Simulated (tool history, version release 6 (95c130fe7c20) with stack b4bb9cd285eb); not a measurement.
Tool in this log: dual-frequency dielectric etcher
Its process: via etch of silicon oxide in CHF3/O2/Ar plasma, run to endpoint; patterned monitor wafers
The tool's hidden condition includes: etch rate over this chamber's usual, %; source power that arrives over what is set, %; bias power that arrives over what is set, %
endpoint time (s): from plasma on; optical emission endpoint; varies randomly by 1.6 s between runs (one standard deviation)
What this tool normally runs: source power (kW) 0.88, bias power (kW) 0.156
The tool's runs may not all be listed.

run	day	source power (kW)	bias power (kW)	wafers since the last listed run	hours since the last wet clean	hours since the last source power generator calibration	hours since the last bias power generator calibration	hours since the last upper electrode change	incoming incoming film thickness, nm	endpoint time (s)
1	0	0.75	0.156	0	86.7	3106.4	1466.5	2111.5	831.2	393
2	0.758	0.75	0.156	100	104.9	3124.6	1484.7	2129.7	822	391
3	1.354	0.75	0.156	79	119.2	3138.9	1499	2144	824.1	390.9
4	2.192	0.88	0.156	111	139.3	3159	1519.1	2164.1	812.4	372.8
5	3.1	0.88	0.156	120	161.1	3180.8	1540.9	2185.9	818.3	372.8
6	3.75	0.88	0.156	86	176.7	3196.4	1556.5	2201.5	826.5	377.1
7	5.242	0.88	0.156	198	212.5	3232.2	1592.3	2237.3	825.3	376.9
8	5.838	0.88	0.156	79	226.8	3246.5	1606.6	2251.6	828.4	378
# day 8.604: upper electrode replaced
# day 9.642: source power generator calibrated
9	10.033	0.88	0.156	402	327.5	9.4	1707.3	34.3	826.4	380.8
10	10.962	0.88	0.177	123	349.8	31.7	1729.6	56.6	826.6	362.3
11	12.379	1.09	0.121	188	383.8	65.7	1763.6	90.6	819.2	397.2
# day 13.904: wet clean of the chamber
12	13.988	0.81	0.191	80	2	104.3	1802.2	129.2	825.8	347.8
13	14.75	1.08	0.156	101	20.3	122.6	1820.5	147.5	826.2	353.8
# day 15.4: bias power generator calibrated
14	15.638	0.88	0.156	95	41.6	143.9	5.7	168.8	824.1	373.6

The next listed run, before its measurement:
15	17.096	0.97	0.172	193	76.6	178.9	40.7	203.8	825.2	?

endpoint time (s): 349.5
With the hidden condition absent and the run-to-run variation left alone, this run would have shown endpoint time (s) 348.6.
